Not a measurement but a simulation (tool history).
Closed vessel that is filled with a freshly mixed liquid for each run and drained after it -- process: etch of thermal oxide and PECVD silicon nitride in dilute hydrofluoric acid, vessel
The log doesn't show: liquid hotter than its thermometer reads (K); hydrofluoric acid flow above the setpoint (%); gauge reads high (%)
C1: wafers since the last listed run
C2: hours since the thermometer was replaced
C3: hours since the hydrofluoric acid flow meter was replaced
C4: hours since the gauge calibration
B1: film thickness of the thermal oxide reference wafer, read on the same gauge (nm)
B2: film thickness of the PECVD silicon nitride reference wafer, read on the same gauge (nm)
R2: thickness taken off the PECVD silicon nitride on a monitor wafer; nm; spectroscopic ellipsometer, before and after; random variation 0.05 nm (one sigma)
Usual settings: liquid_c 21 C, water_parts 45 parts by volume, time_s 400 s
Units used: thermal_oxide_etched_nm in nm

{"run": 1, "hour": 0.0, "liquid_c": 23.5, "water_parts": 55, "time_s": 400, "C1": 0, "C2": 1840.7, "C3": 1952.4, "C4": 1817.6, "B1": 142.67, "B2": 50.98, "thermal_oxide_etched_nm": 38.79, "R2": 14.94}
{"run": 2, "hour": 55.8, "liquid_c": 21, "water_parts": 45, "time_s": 245, "C1": 5981, "C2": 1896.5, "C3": 2008.2, "C4": 1873.4, "B1": 142.75, "B2": 51, "thermal_oxide_etched_nm": 26.27, "R2": 9.35}
{"run": 3, "hour": 152.4, "liquid_c": 21, "water_parts": 45, "time_s": 245, "C1": 10354, "C2": 1993.1, "C3": 2104.8, "C4": 1970, "B1": 142.91, "B2": 51.05, "thermal_oxide_etched_nm": 26.37, "R2": 9.41}
{"run": 4, "hour": 228.8, "liquid_c": 21, "water_parts": 45, "time_s": 245, "C1": 8189, "C2": 2069.5, "C3": 2181.2, "C4": 2046.4, "B1": 142.99, "B2": 51.07, "thermal_oxide_etched_nm": 26.41, "R2": 9.39}
{"run": 5, "hour": 290.2, "liquid_c": 21, "water_parts": 45, "time_s": 400, "C1": 6581, "C2": 2130.9, "C3": 2242.6, "C4": 2107.8, "B1": 143.07, "B2": 51.1, "thermal_oxide_etched_nm": 42.97, "R2": 15.36}
{"hour": 297.6, "done": "hydrofluoric acid flow meter replaced"}
{"hour": 317.9, "done": "gauge calibrated"}
{"run": 6, "hour": 366.9, "liquid_c": 21, "water_parts": 45, "time_s": 400, "C1": 8114, "C2": 2207.6, "C3": 69.3, "C4": 49, "B1": 140.03, "B2": 50.01, "thermal_oxide_etched_nm": 42.01, "R2": 15.04}
{"run": 7, "hour": 422.4, "liquid_c": 21, "water_parts": 45, "time_s": 400, "C1": 5948, "C2": 2263.1, "C3": 124.8, "C4": 104.5, "B1": 140.04, "B2": 50.03, "thermal_oxide_etched_nm": 42.11, "R2": 15.01}
{"run": 8, "hour": 481.3, "liquid_c": 21, "water_parts": 45, "time_s": 400, "C1": 6313, "C2": 2322, "C3": 183.7, "C4": 163.4, "B1": 140.08, "B2": 50.07, "thermal_oxide_etched_nm": 42.23, "R2": 15.03}
{"run": 9, "hour": 536.1, "liquid_c": 18.5, "water_parts": 60, "time_s": 170, "C1": 5873, "C2": 2376.8, "C3": 238.5, "C4": 218.2, "B1": 140.2, "B2": 50.08, "thermal_oxide_etched_nm": 11.76, "R2": 4.04}
{"run": 10, "hour": 598.4, "liquid_c": 25.5, "water_parts": 30, "time_s": 400, "C1": 6677, "C2": 2439.1, "C3": 300.8, "C4": 280.5, "B1": 140.3, "B2": 50.11, "thermal_oxide_etched_nm": 77.58, "R2": 30.26}
{"run": 11, "hour": 637.0, "liquid_c": 17, "water_parts": 35, "time_s": 400, "C1": 4137, "C2": 2477.7, "C3": 339.4, "C4": 319.1, "B1": 140.36, "B2": 50.14, "thermal_oxide_etched_nm": 46.2, "R2": 14.5}
{"run": 12, "hour": 889.0, "liquid_c": 21, "water_parts": 45, "time_s": 535, "C1": 27011, "C2": 2729.7, "C3": 591.4, "C4": 571.1, "B1": 140.65, "B2": 50.27, "thermal_oxide_etched_nm": 56.51, "R2": 20.12}
{"run": 13, "hour": 975.8, "liquid_c": 21, "water_parts": 50, "time_s": 480, "C1": 9303, "C2": 2816.5, "C3": 678.2, "C4": 657.9, "B1": 140.88, "B2": 50.3, "thermal_oxide_etched_nm": 45.39, "R2": 16.4}
{"run": 14, "hour": 1082.6, "liquid_c": 21, "water_parts": 45, "time_s": 400, "C1": 11447, "C2": 2923.3, "C3": 785, "C4": 764.7, "B1": 141.02, "B2": 50.35, "thermal_oxide_etched_nm": 42.07, "R2": 15.1}
{"run": 15, "hour": 1129.7, "liquid_c": 18.5, "water_parts": 45, "time_s": 180, "C1": 5048, "C2": 2970.4, "C3": 832.1, "C4": 811.8, "B1": 141.11, "B2": 50.38, "thermal_oxide_etched_nm": 17.23, "R2": 5.71}
{"run": 16, "hour": 1224.9, "liquid_c": 24.5, "water_parts": 30, "time_s": 230, "C1": 10204, "C2": 3065.6, "C3": 927.3, "C4": 907, "B1": 141.19, "B2": 50.43, "thermal_oxide_etched_nm": 43.37, "R2": 16.4}
{"hour": 1232.6, "done": "thermometer replaced"}
{"run": 17, "hour": 1286.1, "liquid_c": 21, "water_parts": 35, "time_s": 400, "C1": 6452, "C2": 53.5, "C3": 988.5, "C4": 968.2, "B1": 141.22, "B2": 50.45, "thermal_oxide_etched_nm": 55.25, "R2": 19.25}
{"run": 18, "hour": 1383.1, "liquid_c": 17.5, "water_parts": 60, "time_s": 630, "C1": 10397, "C2": 150.5, "C3": 1085.5, "C4": 1065.2, "B1": 141.42, "B2": 50.52, "thermal_oxide_etched_nm": 42.59, "R2": 14.12}
{"run": 19, "hour": 1474.4, "liquid_c": 25, "water_parts": 50, "time_s": 205, "C1": 9786, "C2": 241.8, "C3": 1176.8, "C4": 1156.5, "B1": 141.53, "B2": 50.53, "thermal_oxide_etched_nm": 23.02, "R2": 9.25}
{"run": 20, "hour": 1546.0, "liquid_c": 17, "water_parts": 55, "time_s": 245, "C1": 7674, "C2": 313.4, "C3": 1248.4, "C4": 1228.1, "B1": 141.56, "B2": 50.57, "thermal_oxide_etched_nm": 17.75, "R2": 5.8}
{"run": 21, "hour": 1583.2, "liquid_c": 21, "water_parts": 45, "time_s": 400, "C1": 3987, "C2": 350.6, "C3": 1285.6, "C4": 1265.3, "B1": 141.65, "B2": 50.6, "thermal_oxide_etched_nm": 42.61, "R2": 15.19}
{"run": 22, "hour": 1653.0, "liquid_c": 17, "water_parts": 55, "time_s": 245, "C1": 7481, "C2": 420.4, "C3": 1355.4, "C4": 1335.1, "B1": 141.78, "B2": 50.64, "thermal_oxide_etched_nm": 17.81, "R2": 5.8}
{"run": 23, "hour": 1716.1, "liquid_c": 21, "water_parts": 45, "time_s": 400, "C1": 6763, "C2": 483.5, "C3": 1418.5, "C4": 1398.2, "B1": 141.81, "B2": 50.67, "thermal_oxide_etched_nm": 42.66, "R2": 15.21}
{"run": 24, "hour": 1759.2, "liquid_c": 23, "water_parts": 35, "time_s": 335, "C1": 4619, "C2": 526.6, "C3": 1461.6, "C4": 1441.3, "B1": 141.89, "B2": 50.69, "thermal_oxide_etched_nm": 50.32, "R2": 18.7}

Alternative continuations, all from the tool just after run 24; predict every row:
{"run": "A", "hour": 1760.0, "liquid_c": 21, "water_parts": 60, "time_s": 400, "C1": 85, "C2": 527.4, "C3": 1462.4, "C4": 1442.1, "B1": "?", "B2": "?", "thermal_oxide_etched_nm": "?", "R2": "?"}
{"run": "B", "hour": 1760.0, "liquid_c": 25, "water_parts": 30, "time_s": 400, "C1": 85, "C2": 527.4, "C3": 1462.4, "C4": 1442.1, "B1": "?", "B2": "?", "thermal_oxide_etched_nm": "?", "R2": "?"}
{"run": "C", "hour": 1760.0, "liquid_c": 17, "water_parts": 40, "time_s": 460, "C1": 85, "C2": 527.4, "C3": 1462.4, "C4": 1442.1, "B1": "?", "B2": "?", "thermal_oxide_etched_nm": "?", "R2": "?"}
{"run": "D", "hour": 1760.0, "liquid_c": 21, "water_parts": 45, "time_s": 250, "C1": 85, "C2": 527.4, "C3": 1462.4, "C4": 1442.1, "B1": "?", "B2": "?", "thermal_oxide_etched_nm": "?", "R2": "?"}
{"run": "E", "hour": 1760.0, "liquid_c": 18, "water_parts": 45, "time_s": 335, "C1": 85, "C2": 527.4, "C3": 1462.4, "C4": 1442.1, "B1": "?", "B2": "?", "thermal_oxide_etched_nm": "?", "R2": "?"}

run=A B1=141.87 B2=50.69 thermal_oxide_etched_nm=31.49 R2=11.53
run=B B1=141.87 B2=50.69 thermal_oxide_etched_nm=77.35 R2=29.73
run=C B1=141.87 B2=50.69 thermal_oxide_etched_nm=46.85 R2=14.85
run=D B1=141.87 B2=50.69 thermal_oxide_etched_nm=26.73 R2=9.54
run=E B1=141.87 B2=50.69 thermal_oxide_etched_nm=31.5 R2=10.36
Stripped of hidden state, with their random variation kept, the same runs would have yielded:
run=A thermal_oxide_etched_nm=31.06 R2=11.37
run=B thermal_oxide_etched_nm=76.31 R2=29.33
run=C thermal_oxide_etched_nm=46.22 R2=14.65
run=D thermal_oxide_etched_nm=26.37 R2=9.41
run=E thermal_oxide_etched_nm=31.08 R2=10.22
